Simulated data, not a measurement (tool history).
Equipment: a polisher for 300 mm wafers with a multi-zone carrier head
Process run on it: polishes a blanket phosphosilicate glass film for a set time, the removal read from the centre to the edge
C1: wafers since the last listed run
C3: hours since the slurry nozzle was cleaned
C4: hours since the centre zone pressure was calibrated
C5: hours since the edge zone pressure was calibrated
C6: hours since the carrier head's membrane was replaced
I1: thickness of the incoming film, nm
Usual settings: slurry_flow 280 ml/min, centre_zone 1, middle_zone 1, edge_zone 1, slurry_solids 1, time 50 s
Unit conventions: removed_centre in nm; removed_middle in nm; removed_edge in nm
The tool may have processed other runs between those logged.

Run 1, hour 0: usual settings; C1 0; wafers polished on this pad 586; C3 109.7; C4 198.1; C5 449.7; C6 1048.4; I1 2479.7. Result: removed_centre 317.7 nm, removed_middle 323.3 nm, removed_edge 329.9 nm.
Run 2, hour 15.9: usual settings; C1 138; wafers polished on this pad 724; C3 125.6; C4 214; C5 465.6; C6 1064.3; I1 2506.4. Result: removed_centre 319 nm, removed_middle 326.9 nm, removed_edge 332.4 nm.
Run 3, hour 39.7: usual settings but centre_zone 0.96, time 58 s; C1 207; wafers polished on this pad 932; C3 149.4; C4 237.8; C5 489.4; C6 1088.1; I1 2493.2. Result: removed_centre 355.7 nm, removed_middle 380.9 nm, removed_edge 381.2 nm.
Run 4, hour 53.9: usual settings but centre_zone 1.09, middle_zone 0.96, edge_zone 1.07; C1 123; wafers polished on this pad 1056; C3 163.6; C4 252; C5 503.6; C6 1102.3; I1 2469.3. Result: removed_centre 348.8 nm, removed_middle 318.6 nm, removed_edge 336.9 nm.
Run 5, hour 66.3: usual settings but centre_zone 1.1; C1 108; wafers polished on this pad 1164; C3 176; C4 264.4; C5 516; C6 1114.7; I1 2466.6. Result: removed_centre 351.6 nm, removed_middle 324.9 nm, removed_edge 328.8 nm.
Run 6, hour 78.4: usual settings but centre_zone 0.96, middle_zone 0.9; C1 105; wafers polished on this pad 1270; C3 188.1; C4 276.5; C5 528.1; C6 1126.8; I1 2465.4. Result: removed_centre 310.3 nm, removed_middle 300.6 nm, removed_edge 329.5 nm.
At hour 93: carrier head's membrane replaced by a new one.
Run 7, hour 104.8: usual settings but centre_zone 0.93; C1 186; wafers polished on this pad 1457; C3 214.5; C4 302.9; C5 554.5; C6 11.8; I1 2430.3. Result: removed_centre 295.9 nm, removed_middle 334.1 nm, removed_edge 329.6 nm.
At hour 113.7: edge zone pressure recalibrated.
Run 8, hour 131.5: usual settings; C1 215; wafers polished on this pad 1672; C3 241.2; C4 329.6; C5 17.8; C6 38.5; I1 2444.5. Result: removed_centre 321 nm, removed_middle 326.3 nm, removed_edge 332 nm.
At hour 157.4: worn pad replaced by a new one.
Run 9, hour 200.8: usual settings but middle_zone 1.05, edge_zone 0.91, time 37 s; C1 569; wafers polished on this pad 378; C3 310.5; C4 398.9; C5 87.1; C6 107.8; I1 2492. Result: removed_centre 239.5 nm, removed_middle 252.7 nm, removed_edge 234.4 nm.
Run 10, hour 213.6: usual settings; C1 111; wafers polished on this pad 489; C3 323.3; C4 411.7; C5 99.9; C6 120.6; I1 2478.2. Result: removed_centre 320.7 nm, removed_middle 326.3 nm, removed_edge 327.8 nm.
Run 11, hour 247.2: usual settings; C1 293; wafers polished on this pad 783; C3 356.9; C4 445.3; C5 133.5; C6 154.2; I1 2465.5. Result: removed_centre 322 nm, removed_middle 327.9 nm, removed_edge 329.1 nm.
Run 12, hour 265.5: usual settings; C1 159; wafers polished on this pad 942; C3 375.2; C4 463.6; C5 151.8; C6 172.5; I1 2448.7. Result: removed_centre 322.6 nm, removed_middle 324.1 nm, removed_edge 325.7 nm.
At hour 267.3: slurry nozzle cleaned.
Run 13, hour 285.7: usual settings but slurry_flow 370 ml/min, edge_zone 1.06, slurry_solids 0.8, time 68 s; C1 167; wafers polished on this pad 1110; C3 18.4; C4 483.8; C5 172; C6 192.7; I1 2462.4. Result: removed_centre 411.5 nm, removed_middle 421.9 nm, removed_edge 426.8 nm.
Run 14, hour 299.2: usual settings but time 45 s; C1 117; wafers polished on this pad 1228; C3 31.9; C4 497.3; C5 185.5; C6 206.2; I1 2461. Result: removed_centre 288.3 nm, removed_middle 299.9 nm, removed_edge 290.7 nm.
Run 15, hour 362.7: usual settings but centre_zone 1.09, middle_zone 0.96, edge_zone 1.07; C1 554; wafers polished on this pad 1782; C3 95.4; C4 560.8; C5 249; C6 269.7; I1 2461.3. Result: removed_centre 348.8 nm, removed_middle 317 nm, removed_edge 341.1 nm.
Run 16, hour 378.6: usual settings but slurry_flow 340 ml/min, centre_zone 0.92, middle_zone 1.06, slurry_solids 1.3; C1 138; wafers polished on this pad 1921; C3 111.3; C4 576.7; C5 264.9; C6 285.6; I1 2456.8. Result: removed_centre 333.3 nm, removed_middle 389.2 nm, removed_edge 367.5 nm.
At hour 393.6: worn pad replaced by a new one.
Run 17, hour 394.1: usual settings but centre_zone 0.92; C1 100; wafers polished on this pad 4; C3 126.8; C4 592.2; C5 280.4; C6 301.1; I1 2462.7. Result: removed_centre 293.7 nm, removed_middle 329.9 nm, removed_edge 325.6 nm.
Run 18, hour 426: usual settings but edge_zone 0.9, slurry_solids 1.3; C1 278; wafers polished on this pad 282; C3 158.7; C4 624.1; C5 312.3; C6 333; I1 2476.5. Result: removed_centre 354.1 nm, removed_middle 366.4 nm, removed_edge 342.9 nm.
Run 19, hour 440.2: usual settings but slurry_flow 245 ml/min, centre_zone 0.94, middle_zone 1.05; C1 123; wafers polished on this pad 406; C3 172.9; C4 638.3; C5 326.5; C6 347.2; I1 2442. Result: removed_centre 299.1 nm, removed_middle 337.5 nm, removed_edge 325.2 nm.
Run 20, hour 466.1: usual settings; C1 226; wafers polished on this pad 632; C3 198.8; C4 664.2; C5 352.4; C6 373.1; I1 2492.1. Result: removed_centre 320.4 nm, removed_middle 329 nm, removed_edge 324.9 nm.
Run 21, hour 520.4: usual settings; C1 473; wafers polished on this pad 1106; C3 253.1; C4 718.5; C5 406.7; C6 427.4; I1 2412.2. Result: removed_centre 321.5 nm, removed_middle 332.3 nm, removed_edge 325.2 nm.

Below are 5 alternative next runs, each starting from the tool's condition after run 21. Predict each:
Run A, hour 520.8: usual settings but centre_zone 0.9; C1 3; wafers polished on this pad 1109; C3 253.5; C4 718.9; C5 407.1; C6 427.8; I1 2454.8. Result: removed_centre ?, removed_middle ?, removed_edge ?.
Run B, hour 520.8: usual settings but edge_zone 1.04, slurry_solids 1.25; C1 3; wafers polished on this pad 1109; C3 253.5; C4 718.9; C5 407.1; C6 427.8; I1 2454.8. Result: removed_centre ?, removed_middle ?, removed_edge ?.
Run C, hour 520.8: usual settings but centre_zone 1.11, slurry_solids 1.15, time 63 s; C1 3; wafers polished on this pad 1109; C3 253.5; C4 718.9; C5 407.1; C6 427.8; I1 2454.8. Result: removed_centre ?, removed_middle ?, removed_edge ?.
Run D, hour 520.8: usual settings but slurry_solids 0.75, time 41 s; C1 3; wafers polished on this pad 1109; C3 253.5; C4 718.9; C5 407.1; C6 427.8; I1 2454.8. Result: removed_centre ?, removed_middle ?, removed_edge ?.
Run E, hour 520.8: usual settings but centre_zone 1.06, time 63 s; C1 3; wafers polished on this pad 1109; C3 253.5; C4 718.9; C5 407.1; C6 427.8; I1 2454.8. Result: removed_centre ?, removed_middle ?, removed_edge ?.

run  removed_centre  removed_middle  removed_edge
  A           289.3           330.6           330
  B           348.4             359         365.5
  C           471.8           438.6         438.4
  D           234.2           241.3           241
  E           427.8           416.2         415.8
Without the tool's unlogged condition, the same runs would have read:
run  removed_centre  removed_middle  removed_edge
  A           289.3           330.6           330
  B           348.4             359         365.5
  C           471.8           438.6         438.4
  D           234.2           241.3           241
  E           427.8           416.2         415.8
